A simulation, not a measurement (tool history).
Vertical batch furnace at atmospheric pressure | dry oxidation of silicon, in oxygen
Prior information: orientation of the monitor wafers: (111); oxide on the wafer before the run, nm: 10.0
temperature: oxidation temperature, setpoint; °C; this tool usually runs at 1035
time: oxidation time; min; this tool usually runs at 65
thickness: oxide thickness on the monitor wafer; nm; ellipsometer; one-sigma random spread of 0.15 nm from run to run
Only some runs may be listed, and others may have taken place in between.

run   hour  temperature  time  wafers since the last listed run  hours since the last temperature calibration  hours since the boat lift was adjusted  hours since the gauge calibration  read-back reference wafer on the same gauge, thickness  thickness
  1      0         1028    65                                 0                                        1909.7                                  5722.5                               47.8                                                  103.71      98.14
  2   17.5         1028    65                               224                                        1927.2                                    5740                               65.3                                                  103.67      98.17
  3   29.3         1035    65                               151                                          1939                                  5751.8                               77.1                                                   103.7     102.26
  4   35.5         1035    65                                79                                        1945.2                                    5758                               83.3                                                  103.71     101.77
  5   45.6         1035    65                               129                                        1955.3                                  5768.1                               93.4                                                  103.71     102.16
  6   57.7         1035    65                               155                                        1967.4                                  5780.2                              105.5                                                  103.66     102.08
  7   66.1         1022    65                               107                                        1975.8                                  5788.6                              113.9                                                  103.67      94.81
  8     79         1035    65                               165                                        1988.7                                  5801.5                              126.8                                                  103.68     102.02
  9   93.1         1035    65                               180                                        2002.8                                  5815.6                              140.9                                                  103.66     102.38
     132.3  -- boat lift adjusted
 10  132.8         1041    65                               201                                        2042.5                                     0.5                              180.6                                                  103.65     106.11
 11  136.8         1035    65                                51                                        2046.5                                     4.5                              184.6                                                  103.65     102.25
 12  140.9         1035    51                                52                                        2050.6                                     8.6                              188.7                                                  103.72      88.02
 13  147.1         1045    65                                79                                        2056.8                                    14.8                              194.9                                                  103.67        108
 14  163.3         1045    65                               207                                          2073                                      31                              211.1                                                  103.77      108.4
 15    176         1035  86.5                               162                                        2085.7                                    43.7                              223.8                                                   103.7     121.93
 16  193.8         1017    49                               228                                        2103.5                                    61.5                              241.6                                                   103.7      77.35
 17  210.4         1017    49                               212                                        2120.1                                    78.1                              258.2                                                  103.74      77.01
 18  216.4         1052    65                                76                                        2126.1                                    84.1                              264.2                                                  103.67     112.56
 19  224.2         1025    48                                99                                        2133.9                                    91.9                                272                                                   103.7      80.34
 20  238.3         1035    65                               180                                          2148                                     106                              286.1                                                  103.64     102.23
 21  249.5         1013    41                               143                                        2159.2                                   117.2                              297.3                                                  103.69      67.37
 22  259.8         1035    65                               131                                        2169.5                                   127.5                              307.6                                                  103.74      102.7
 23  268.6         1042    65                               112                                        2178.3                                   136.3                              316.4                                                  103.68     106.45
 24  284.2         1021    65                               199                                        2193.9                                   151.9                                332                                                  103.71      94.24
 25  293.6         1024  54.5                               120                                        2203.3                                   161.3                              341.4                                                  103.68      86.16
     301.5  -- gauge calibrated
 26  311.5         1021    65                               229                                        2221.2                                   179.2                                 10                                                  103.72      94.57
     339.8  -- thermocouples replaced and temperature profile calibrated
 27  340.3         1035    65                                61                                           0.5                                     208                               38.8                                                  103.69      99.01
 28  344.3         1044    45                                51                                           4.5                                     212                               42.8                                                   103.7      83.16
 29  348.4         1058    55                                52                                           8.6                                   216.1                               46.9                                                  103.68     101.95
 30  352.4         1047  89.5                                51                                          12.6                                   220.1                               50.9                                                  103.66      128.8
 31  393.9         1050    65                               531                                          54.1                                   261.6                               92.4                                                  103.68     108.01
 32  407.7         1028    43                               176                                          67.9                                   275.4                              106.2                                                  103.72      73.77
 33  419.3         1035    65                               148                                          79.5                                     287                              117.8                                                   103.7      99.26
 34  428.4         1053    81                               116                                          88.6                                   296.1                              126.9                                                  103.69     125.44
 35  442.3         1029  85.5                               178                                         102.5                                     310                              140.8                                                  103.73     113.48
 36  453.9         1024    47                               148                                         114.1                                   321.6                              152.4                                                  103.69      75.99
 37  464.1         1056  87.5                               130                                         124.3                                   331.8                              162.6                                                  103.65     133.85
 38  476.9         1015    65                               164                                         137.1                                   344.6                              175.4                                                  103.66      87.63

The tool's hidden state at each run:
monitor wafer colder than the profiled boat position, K: 0 on each run
gauge reads high (%): 0 on each run
H1: true tube temperature minus thermocouple reading, K
run     H1
  1   5.23
  2   5.28
  3   5.31
  4   5.32
  5   5.35
  6   5.38
  7    5.4
  8   5.43
  9   5.47
 10   5.57
 11   5.58
 12   5.59
 13    5.6
 14   5.65
 15   5.68
 16   5.72
 17   5.77
 18   5.78
 19    5.8
 20   5.84
 21   5.86
 22   5.89
 23   5.91
 24   5.95
 25   5.98
 26   6.02
 27  0.164
 28  0.174
 29  0.185
 30  0.195
 31    0.3
 32  0.335
 33  0.364
 34  0.388
 35  0.423
 36  0.452
 37  0.478
 38  0.511
